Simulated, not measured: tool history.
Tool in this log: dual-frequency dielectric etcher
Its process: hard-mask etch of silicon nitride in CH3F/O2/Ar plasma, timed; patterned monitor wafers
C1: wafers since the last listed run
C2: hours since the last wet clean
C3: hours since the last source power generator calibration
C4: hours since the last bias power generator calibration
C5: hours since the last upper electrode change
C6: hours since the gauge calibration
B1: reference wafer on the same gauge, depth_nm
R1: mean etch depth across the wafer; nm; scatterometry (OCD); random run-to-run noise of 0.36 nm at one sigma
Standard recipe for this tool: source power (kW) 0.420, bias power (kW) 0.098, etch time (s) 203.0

{"run": 1, "day": 0.0, "source power (kW)": 0.47, "bias power (kW)": 0.098, "etch time (s)": 203.0, "C1": 0, "C2": 130.6, "C3": 2986.4, "C4": 4340.7, "C5": 4250.2, "C6": 762.3, "B1": 209.9, "R1": 180.5}
{"run": 2, "day": 3.208, "source power (kW)": 0.47, "bias power (kW)": 0.098, "etch time (s)": 203.0, "C1": 372, "C2": 207.6, "C3": 3063.4, "C4": 4417.7, "C5": 4327.2, "C6": 839.3, "B1": 209.9, "R1": 180.6}
{"run": 3, "day": 6.808, "source power (kW)": 0.47, "bias power (kW)": 0.098, "etch time (s)": 203.0, "C1": 417, "C2": 294.0, "C3": 3149.8, "C4": 4504.1, "C5": 4413.6, "C6": 925.7, "B1": 210.0, "R1": 180.6}
{"day": 8.888, "done": "wet clean of the chamber"}
{"run": 4, "day": 8.908, "source power (kW)": 0.39, "bias power (kW)": 0.091, "etch time (s)": 203.0, "C1": 127, "C2": 0.5, "C3": 3200.2, "C4": 4554.5, "C5": 4464.0, "C6": 976.1, "B1": 209.9, "R1": 163.9}
{"run": 5, "day": 10.496, "source power (kW)": 0.42, "bias power (kW)": 0.098, "etch time (s)": 203.0, "C1": 184, "C2": 38.6, "C3": 3238.3, "C4": 4592.6, "C5": 4502.1, "C6": 1014.2, "B1": 210.2, "R1": 171.2}
{"run": 6, "day": 12.004, "source power (kW)": 0.42, "bias power (kW)": 0.098, "etch time (s)": 203.0, "C1": 175, "C2": 74.8, "C3": 3274.5, "C4": 4628.8, "C5": 4538.3, "C6": 1050.4, "B1": 210.0, "R1": 171.2}
{"run": 7, "day": 14.146, "source power (kW)": 0.42, "bias power (kW)": 0.098, "etch time (s)": 203.0, "C1": 248, "C2": 126.2, "C3": 3325.9, "C4": 4680.2, "C5": 4589.7, "C6": 1101.8, "B1": 210.0, "R1": 171.2}
{"run": 8, "day": 15.671, "source power (kW)": 0.42, "bias power (kW)": 0.08, "etch time (s)": 234.0, "C1": 177, "C2": 162.8, "C3": 3362.5, "C4": 4716.8, "C5": 4626.3, "C6": 1138.4, "B1": 210.0, "R1": 190.4}
{"run": 9, "day": 17.338, "source power (kW)": 0.42, "bias power (kW)": 0.105, "etch time (s)": 157.5, "C1": 193, "C2": 202.8, "C3": 3402.5, "C4": 4756.8, "C5": 4666.3, "C6": 1178.4, "B1": 210.1, "R1": 134.9}
{"run": 10, "day": 20.983, "source power (kW)": 0.42, "bias power (kW)": 0.105, "etch time (s)": 157.5, "C1": 423, "C2": 290.3, "C3": 3490.0, "C4": 4844.3, "C5": 4753.8, "C6": 1265.9, "B1": 209.9, "R1": 135.1}
{"run": 11, "day": 22.617, "source power (kW)": 0.42, "bias power (kW)": 0.105, "etch time (s)": 157.5, "C1": 189, "C2": 329.5, "C3": 3529.2, "C4": 4883.5, "C5": 4793.0, "C6": 1305.1, "B1": 209.8, "R1": 135.2}
{"run": 12, "day": 24.425, "source power (kW)": 0.42, "bias power (kW)": 0.098, "etch time (s)": 203.0, "C1": 209, "C2": 372.9, "C3": 3572.6, "C4": 4926.9, "C5": 4836.4, "C6": 1348.5, "B1": 210.2, "R1": 171.4}
{"day": 26.154, "done": "wet clean of the chamber"}
{"run": 13, "day": 30.292, "source power (kW)": 0.42, "bias power (kW)": 0.107, "etch time (s)": 166.0, "C1": 564, "C2": 99.3, "C3": 3713.4, "C4": 5067.7, "C5": 4977.2, "C6": 1489.3, "B1": 210.0, "R1": 143.1}
{"run": 14, "day": 32.604, "source power (kW)": 0.42, "bias power (kW)": 0.112, "etch time (s)": 203.0, "C1": 268, "C2": 154.8, "C3": 3768.9, "C4": 5123.2, "C5": 5032.7, "C6": 1544.8, "B1": 210.3, "R1": 176.2}
{"day": 34.612, "done": "bias power generator calibrated"}
{"day": 36.008, "done": "source power generator calibrated"}
{"run": 15, "day": 36.029, "source power (kW)": 0.5, "bias power (kW)": 0.098, "etch time (s)": 251.0, "C1": 358, "C2": 237.0, "C3": 0.5, "C4": 34.0, "C5": 5114.9, "C6": 1627.0, "B1": 210.2, "R1": 235.1}
{"run": 16, "day": 39.304, "source power (kW)": 0.42, "bias power (kW)": 0.098, "etch time (s)": 203.0, "C1": 380, "C2": 315.6, "C3": 79.1, "C4": 112.6, "C5": 5193.5, "C6": 1705.6, "B1": 209.9, "R1": 175.0}
{"day": 40.829, "done": "gauge calibrated"}
{"day": 42.371, "done": "wet clean of the chamber"}
{"day": 43.096, "done": "upper electrode replaced"}
{"run": 17, "day": 43.604, "source power (kW)": 0.42, "bias power (kW)": 0.117, "etch time (s)": 203.0, "C1": 298, "C2": 29.6, "C3": 182.3, "C4": 215.8, "C5": 12.2, "C6": 66.6, "B1": 209.9, "R1": 182.8}
{"run": 18, "day": 45.892, "source power (kW)": 0.48, "bias power (kW)": 0.121, "etch time (s)": 203.0, "C1": 265, "C2": 84.5, "C3": 237.2, "C4": 270.7, "C5": 67.1, "C6": 121.5, "B1": 210.2, "R1": 194.8}
{"run": 19, "day": 48.738, "source power (kW)": 0.35, "bias power (kW)": 0.077, "etch time (s)": 262.5, "C1": 330, "C2": 152.8, "C3": 305.5, "C4": 339.0, "C5": 135.4, "C6": 189.8, "B1": 210.0, "R1": 197.9}
{"run": 20, "day": 50.85, "source power (kW)": 0.42, "bias power (kW)": 0.098, "etch time (s)": 236.0, "C1": 245, "C2": 203.5, "C3": 356.2, "C4": 389.7, "C5": 186.1, "C6": 240.5, "B1": 210.0, "R1": 203.1}
{"run": 21, "day": 54.304, "source power (kW)": 0.39, "bias power (kW)": 0.091, "etch time (s)": 203.0, "C1": 400, "C2": 286.4, "C3": 439.1, "C4": 472.6, "C5": 269.0, "C6": 323.4, "B1": 210.0, "R1": 165.9}
{"day": 57.9, "done": "wet clean of the chamber"}
{"run": 22, "day": 58.567, "source power (kW)": 0.36, "bias power (kW)": 0.118, "etch time (s)": 235.5, "C1": 378, "C2": 16.0, "C3": 541.4, "C4": 574.9, "C5": 371.3, "C6": 425.7, "B1": 210.2, "R1": 196.5}

What if the next run were any one of these 5? Each begins from the tool's condition after run 22:
{"run": "A", "day": 58.588, "source power (kW)": 0.42, "bias power (kW)": 0.098, "etch time (s)": 203.0, "C1": 2, "C2": 16.5, "C3": 541.9, "C4": 575.4, "C5": 371.8, "C6": 426.2, "B1": "?", "R1": "?"}
{"run": "B", "day": 58.588, "source power (kW)": 0.39, "bias power (kW)": 0.098, "etch time (s)": 203.0, "C1": 2, "C2": 16.5, "C3": 541.9, "C4": 575.4, "C5": 371.8, "C6": 426.2, "B1": "?", "R1": "?"}
{"run": "C", "day": 58.588, "source power (kW)": 0.51, "bias power (kW)": 0.098, "etch time (s)": 160.5, "C1": 2, "C2": 16.5, "C3": 541.9, "C4": 575.4, "C5": 371.8, "C6": 426.2, "B1": "?", "R1": "?"}
{"run": "D", "day": 58.588, "source power (kW)": 0.48, "bias power (kW)": 0.089, "etch time (s)": 255.5, "C1": 2, "C2": 16.5, "C3": 541.9, "C4": 575.4, "C5": 371.8, "C6": 426.2, "B1": "?", "R1": "?"}
{"run": "E", "day": 58.588, "source power (kW)": 0.47, "bias power (kW)": 0.087, "etch time (s)": 172.0, "C1": 2, "C2": 16.5, "C3": 541.9, "C4": 575.4, "C5": 371.8, "C6": 426.2, "B1": "?", "R1": "?"}

run=A B1=210.2 R1=174.9
run=B B1=210.2 R1=169.0
run=C B1=210.2 R1=150.8
run=D B1=210.2 R1=229.2
run=E B1=210.2 R1=152.2
The same runs, with their run-to-run variation unchanged, on a tool lacking any hidden condition would have given:
run=A R1=176.1
run=B R1=170.2
run=C R1=151.9
run=D R1=230.9
run=E R1=153.3
